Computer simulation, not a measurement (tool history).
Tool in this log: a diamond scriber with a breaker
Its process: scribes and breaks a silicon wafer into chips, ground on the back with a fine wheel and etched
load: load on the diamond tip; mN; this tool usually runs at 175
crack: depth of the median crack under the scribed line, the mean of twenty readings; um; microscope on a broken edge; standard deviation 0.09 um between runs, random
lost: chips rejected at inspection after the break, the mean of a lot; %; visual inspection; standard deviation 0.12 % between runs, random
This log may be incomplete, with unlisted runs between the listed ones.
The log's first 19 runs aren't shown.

run     day  load  incoming depth of the damage left on the back of the incoming wafer, um  crack  lost
 20  18.633   175                                                                     0.37   8.18  2.32
 21  19.908   211                                                                     0.54   9.20  1.79
 22  23.092   175                                                                     0.77   8.07  2.50
 23  24.400   226                                                                     0.51   9.41  1.96
 24  25.825   195                                                                     0.71   8.51  2.00
 25  26.721   124                                                                     0.79   6.57  9.39
     26.808  -- diamond tip replaced by a new one
 26  27.900   175                                                                     0.45   8.68  1.97
 27  28.658   221                                                                     0.74  10.01  3.22
 28  29.808   175                                                                     0.65   8.77  1.47
     30.896  -- load on the tip recalibrated
 29  31.150   175                                                                     0.71   8.52  1.68

Run 30 comes next. What will it give?
 30  32.146   133                                                                     0.40      ?     ?

Logged for run 30: crack 7.34 um, lost 5.97 %.
With no hidden state in the tool, this same run would have given crack 7.55 um, lost 4.79 %.
